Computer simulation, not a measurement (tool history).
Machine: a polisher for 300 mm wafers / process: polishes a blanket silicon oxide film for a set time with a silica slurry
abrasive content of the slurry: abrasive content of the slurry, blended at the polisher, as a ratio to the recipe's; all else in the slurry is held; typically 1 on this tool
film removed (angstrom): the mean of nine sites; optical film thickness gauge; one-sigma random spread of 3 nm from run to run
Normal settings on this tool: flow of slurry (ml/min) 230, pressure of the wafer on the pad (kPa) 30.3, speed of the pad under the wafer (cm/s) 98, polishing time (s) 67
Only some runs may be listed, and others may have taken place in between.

run	hour	flow of slurry (ml/min)	pressure of the wafer on the pad (kPa)	speed of the pad under the wafer (cm/s)	abrasive content of the slurry	polishing time (s)	incoming thickness of the incoming film, nm	film removed (angstrom)
1	0	230	37.9	98	1	67	939.8	2424
2	13	230	30.3	98	1	67	923.6	1918
3	19.7	230	30.3	98	1	67	922.3	1874
4	26.9	230	30.3	98	1	67	930.5	1983
5	38.9	230	30.3	98	1	67	916.1	1970
# hour 42.3: head pressure recalibrated
6	52.4	250	30.3	112	1	82	926.2	2670
7	59.6	230	30.3	98	1.1	46	926	1475
# hour 64.3: slurry blender recalibrated
# hour 73.7: worn pad replaced by a new one
8	74.2	230	30.3	110	1	67	939.1	2346
9	89.1	230	30.3	98	1	67	938.5	2158
10	103.6	230	30.3	110	1.15	67	944.7	2515
11	116.2	195	30.3	98	0.85	67	939.8	1791
# hour 117.3: slurry nozzle cleaned
# hour 121: conditioning disc replaced and pad reconditioned
12	132.9	230	36.5	98	0.9	53	920.6	1816
13	146.4	275	30.3	120	1.25	67	930.3	2804
14	152.4	230	37.9	106	0.75	67	927.2	2016
15	162.1	170	30.3	70	1	75	943.6	1718
# hour 167.3: worn pad replaced by a new one
16	174.6	230	30.3	98	0.75	67	933.4	1526
17	192.1	200	30.3	98	1	67	919.9	1989
18	199.8	280	26.9	98	1	67	936.9	1778
19	215.9	230	30.3	98	1	67	941	1966
20	228.9	230	22.8	98	1.2	87	927.4	2325
21	246.1	230	26.2	98	1.25	55	916.7	1674
22	252.7	230	23.4	80	0.85	58	919.2	1044
23	265.4	230	30.3	98	1	76	936.8	2192
# hour 279.2: worn pad replaced by a new one
24	279.7	230	35.2	130	1.2	67	917	3177

Expected results for the next run?
25	285.7	250	30.3	112	1	82	948.5	?

film removed (angstrom): 2590
Without the tool's hidden state the same run would have given film removed (angstrom) 2878.
